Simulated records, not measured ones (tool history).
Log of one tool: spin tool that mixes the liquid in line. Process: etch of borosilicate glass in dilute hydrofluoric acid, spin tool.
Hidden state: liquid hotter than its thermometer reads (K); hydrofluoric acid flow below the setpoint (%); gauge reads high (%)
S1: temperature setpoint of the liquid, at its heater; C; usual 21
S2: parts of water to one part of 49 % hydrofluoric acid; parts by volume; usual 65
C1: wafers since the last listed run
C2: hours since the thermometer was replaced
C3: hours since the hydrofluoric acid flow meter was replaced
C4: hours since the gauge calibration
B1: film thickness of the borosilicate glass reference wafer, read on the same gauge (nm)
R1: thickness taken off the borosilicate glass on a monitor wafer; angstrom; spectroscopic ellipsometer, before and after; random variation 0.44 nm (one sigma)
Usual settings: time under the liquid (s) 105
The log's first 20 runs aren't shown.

run 21 hour=1030.9 | S1=21 S2=65 time_under_the_liquid_(s)=170 | C1=327 C2=797.7 C3=622.5 C4=830.8 | B1=50.01 | R1=911.9
run 22 hour=1074.7 | S1=21 S2=55 time_under_the_liquid_(s)=105 | C1=405 C2=841.5 C3=666.3 C4=874.6 | B1=50.01 | R1=671.1
-- hour=1095.1 hydrofluoric acid flow meter replaced
run 23 hour=1121 | S1=26 S2=90 time_under_the_liquid_(s)=105 | C1=419 C2=887.8 C3=25.9 C4=920.9 | B1=49.98 | R1=486.8
run 24 hour=1154.4 | S1=21 S2=65 time_under_the_liquid_(s)=105 | C1=309 C2=921.2 C3=59.3 C4=954.3 | B1=49.99 | R1=561
run 25 hour=1220 | S1=25 S2=65 time_under_the_liquid_(s)=105 | C1=607 C2=986.8 C3=124.9 C4=1019.9 | B1=50.01 | R1=665.5
run 26 hour=1251.7 | S1=21 S2=65 time_under_the_liquid_(s)=105 | C1=293 C2=1018.5 C3=156.6 C4=1051.6 | B1=49.98 | R1=563.7
run 27 hour=1293.4 | S1=21 S2=65 time_under_the_liquid_(s)=105 | C1=386 C2=1060.2 C3=198.3 C4=1093.3 | B1=50.02 | R1=558
run 28 hour=1328.7 | S1=21 S2=85 time_under_the_liquid_(s)=105 | C1=326 C2=1095.5 C3=233.6 C4=1128.6 | B1=49.98 | R1=422.8
run 29 hour=1359.8 | S1=24 S2=85 time_under_the_liquid_(s)=80 | C1=288 C2=1126.6 C3=264.7 C4=1159.7 | B1=50.01 | R1=359.4
run 30 hour=1414.6 | S1=19.5 S2=80 time_under_the_liquid_(s)=140 | C1=507 C2=1181.4 C3=319.5 C4=1214.5 | B1=49.99 | R1=565.2
run 31 hour=1444.2 | S1=21 S2=65 time_under_the_liquid_(s)=40 | C1=274 C2=1211 C3=349.1 C4=1244.1 | B1=49.98 | R1=211.2

Run 32 comes next. What will it give?
run 32 hour=1486.8 | S1=24.5 S2=65 time_under_the_liquid_(s)=45 | C1=394 C2=1253.6 C3=391.7 C4=1286.7 | B1=? | R1=?

Run 32 gave B1 50, R1 282.6 angstrom.
Without the tool's hidden state the same run would have given R1 282.6 angstrom.
